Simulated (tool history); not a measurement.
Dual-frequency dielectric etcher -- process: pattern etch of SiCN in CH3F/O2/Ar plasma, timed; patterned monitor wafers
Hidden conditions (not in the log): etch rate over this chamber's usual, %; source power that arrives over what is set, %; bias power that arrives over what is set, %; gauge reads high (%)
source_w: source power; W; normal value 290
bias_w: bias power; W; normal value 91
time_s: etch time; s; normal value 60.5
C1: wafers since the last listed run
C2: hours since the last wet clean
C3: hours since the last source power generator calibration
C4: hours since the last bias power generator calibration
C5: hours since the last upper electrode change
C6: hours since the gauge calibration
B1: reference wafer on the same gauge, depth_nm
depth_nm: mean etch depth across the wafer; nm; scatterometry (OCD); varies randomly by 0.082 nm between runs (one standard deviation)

run 1 hour=0 | source_w=290 bias_w=91 time_s=60.5 | C1=0 C2=130.6 C3=1826.5 C4=2375.3 C5=1834.5 C6=702.8 | B1=21.2 | depth_nm=25.36
run 2 hour=33.5 | source_w=290 bias_w=91 time_s=60.5 | C1=451 C2=164.1 C3=1860 C4=2408.8 C5=1868 C6=736.3 | B1=21.2 | depth_nm=25.42
run 3 hour=61.2 | source_w=290 bias_w=91 time_s=60.5 | C1=373 C2=191.8 C3=1887.7 C4=2436.5 C5=1895.7 C6=764 | B1=21.19 | depth_nm=25.41
run 4 hour=89.3 | source_w=290 bias_w=91 time_s=60.5 | C1=378 C2=219.9 C3=1915.8 C4=2464.6 C5=1923.8 C6=792.1 | B1=21.22 | depth_nm=25.42
-- hour=98.1 source power generator calibrated
run 5 hour=120.8 | source_w=290 bias_w=91 time_s=74.5 | C1=370 C2=251.4 C3=22.7 C4=2496.1 C5=1955.3 C6=823.6 | B1=21.21 | depth_nm=31.33
run 6 hour=139.6 | source_w=290 bias_w=91 time_s=60.5 | C1=253 C2=270.2 C3=41.5 C4=2514.9 C5=1974.1 C6=842.4 | B1=21.18 | depth_nm=25.27
run 7 hour=162.7 | source_w=290 bias_w=91 time_s=60.5 | C1=311 C2=293.3 C3=64.6 C4=2538 C5=1997.2 C6=865.5 | B1=21.23 | depth_nm=25.21
run 8 hour=183.4 | source_w=290 bias_w=91 time_s=60.5 | C1=278 C2=314 C3=85.3 C4=2558.7 C5=2017.9 C6=886.2 | B1=21.21 | depth_nm=25.28
run 9 hour=218 | source_w=290 bias_w=91 time_s=60.5 | C1=466 C2=348.6 C3=119.9 C4=2593.3 C5=2052.5 C6=920.8 | B1=21.19 | depth_nm=25.31
run 10 hour=253.1 | source_w=290 bias_w=91 time_s=60.5 | C1=473 C2=383.7 C3=155 C4=2628.4 C5=2087.6 C6=955.9 | B1=21.19 | depth_nm=25.27
run 11 hour=277.1 | source_w=290 bias_w=91 time_s=60.5 | C1=323 C2=407.7 C3=179 C4=2652.4 C5=2111.6 C6=979.9 | B1=21.21 | depth_nm=25.34
run 12 hour=312.2 | source_w=330 bias_w=91 time_s=65.5 | C1=473 C2=442.8 C3=214.1 C4=2687.5 C5=2146.7 C6=1015 | B1=21.22 | depth_nm=29.16
run 13 hour=333.5 | source_w=290 bias_w=104 time_s=53.5 | C1=287 C2=464.1 C3=235.4 C4=2708.8 C5=2168 C6=1036.3 | B1=21.2 | depth_nm=23.04
run 14 hour=363.5 | source_w=290 bias_w=91 time_s=60.5 | C1=404 C2=494.1 C3=265.4 C4=2738.8 C5=2198 C6=1066.3 | B1=21.23 | depth_nm=25.23
run 15 hour=391.3 | source_w=310 bias_w=75 time_s=46 | C1=374 C2=521.9 C3=293.2 C4=2766.6 C5=2225.8 C6=1094.1 | B1=21.18 | depth_nm=18.76
run 16 hour=418.4 | source_w=350 bias_w=113 time_s=44 | C1=365 C2=549 C3=320.3 C4=2793.7 C5=2252.9 C6=1121.2 | B1=21.18 | depth_nm=21.3
run 17 hour=432 | source_w=290 bias_w=91 time_s=60.5 | C1=183 C2=562.6 C3=333.9 C4=2807.3 C5=2266.5 C6=1134.8 | B1=21.21 | depth_nm=25.1
-- hour=441.3 bias power generator calibrated
run 18 hour=456.4 | source_w=260 bias_w=91 time_s=46 | C1=274 C2=587 C3=358.3 C4=15.1 C5=2290.9 C6=1159.2 | B1=21.18 | depth_nm=17.99
-- hour=469.4 gauge calibrated
run 19 hour=471.8 | source_w=290 bias_w=91 time_s=60.5 | C1=207 C2=602.4 C3=373.7 C4=30.5 C5=2306.3 C6=2.4 | B1=21.19 | depth_nm=25.12
run 20 hour=505.6 | source_w=290 bias_w=91 time_s=60.5 | C1=455 C2=636.2 C3=407.5 C4=64.3 C5=2340.1 C6=36.2 | B1=21.18 | depth_nm=24.96
-- hour=530.5 wet clean of the chamber
run 21 hour=531 | source_w=290 bias_w=91 time_s=60.5 | C1=18 C2=0.5 C3=432.9 C4=89.7 C5=2365.5 C6=61.6 | B1=21.18 | depth_nm=25.52
-- hour=566.4 upper electrode replaced
run 22 hour=601.1 | source_w=340 bias_w=85 time_s=60.5 | C1=621 C2=70.6 C3=503 C4=159.8 C5=34.7 C6=131.7 | B1=21.2 | depth_nm=26.91
run 23 hour=625.7 | source_w=290 bias_w=91 time_s=60.5 | C1=331 C2=95.2 C3=527.6 C4=184.4 C5=59.3 C6=156.3 | B1=21.17 | depth_nm=25.49
run 24 hour=644.5 | source_w=240 bias_w=100 time_s=67 | C1=253 C2=114 C3=546.4 C4=203.2 C5=78.1 C6=175.1 | B1=21.2 | depth_nm=26.2
run 25 hour=680.4 | source_w=260 bias_w=105 time_s=60.5 | C1=483 C2=149.9 C3=582.3 C4=239.1 C5=114 C6=211 | B1=21.19 | depth_nm=24.95
run 26 hour=709.5 | source_w=290 bias_w=83 time_s=60.5 | C1=392 C2=179 C3=611.4 C4=268.2 C5=143.1 C6=240.1 | B1=21.21 | depth_nm=24.77
run 27 hour=739.3 | source_w=290 bias_w=112 time_s=60.5 | C1=401 C2=208.8 C3=641.2 C4=298 C5=172.9 C6=269.9 | B1=21.21 | depth_nm=26.96
run 28 hour=770.4 | source_w=250 bias_w=85 time_s=49 | C1=419 C2=239.9 C3=672.3 C4=329.1 C5=204 C6=301 | B1=21.19 | depth_nm=18.75
run 29 hour=785 | source_w=230 bias_w=91 time_s=60.5 | C1=196 C2=254.5 C3=686.9 C4=343.7 C5=218.6 C6=315.6 | B1=21.2 | depth_nm=22.51
run 30 hour=817 | source_w=310 bias_w=68 time_s=50 | C1=431 C2=286.5 C3=718.9 C4=375.7 C5=250.6 C6=347.6 | B1=21.23 | depth_nm=19.98
run 31 hour=839.5 | source_w=290 bias_w=81 time_s=60.5 | C1=303 C2=309 C3=741.4 C4=398.2 C5=273.1 C6=370.1 | B1=21.17 | depth_nm=24.34

For each run, the measured value with the value that run would have given without the tool's hidden condition subtracted. The run-to-run variation is shared by both, the gauge scatter possibly not:
run=1 depth_nm=-0.06
run=2 depth_nm=-0.1
run=3 depth_nm=-0.12
run=4 depth_nm=-0.15
run=5 depth_nm=-0.21
run=6 depth_nm=-0.19
run=7 depth_nm=-0.21
run=8 depth_nm=-0.23
run=9 depth_nm=-0.26
run=10 depth_nm=-0.29
run=11 depth_nm=-0.31
run=12 depth_nm=-0.39
run=13 depth_nm=-0.33
run=14 depth_nm=-0.39
run=15 depth_nm=-0.31
run=16 depth_nm=-0.37
run=17 depth_nm=-0.45
run=18 depth_nm=-0.33
run=19 depth_nm=-0.48
run=20 depth_nm=-0.51
run=21 depth_nm=-0.01
run=22 depth_nm=-0.08
run=23 depth_nm=-0.1
run=24 depth_nm=-0.11
run=25 depth_nm=-0.15
run=26 depth_nm=-0.17
run=27 depth_nm=-0.21
run=28 depth_nm=-0.16
run=29 depth_nm=-0.21
run=30 depth_nm=-0.22
run=31 depth_nm=-0.28
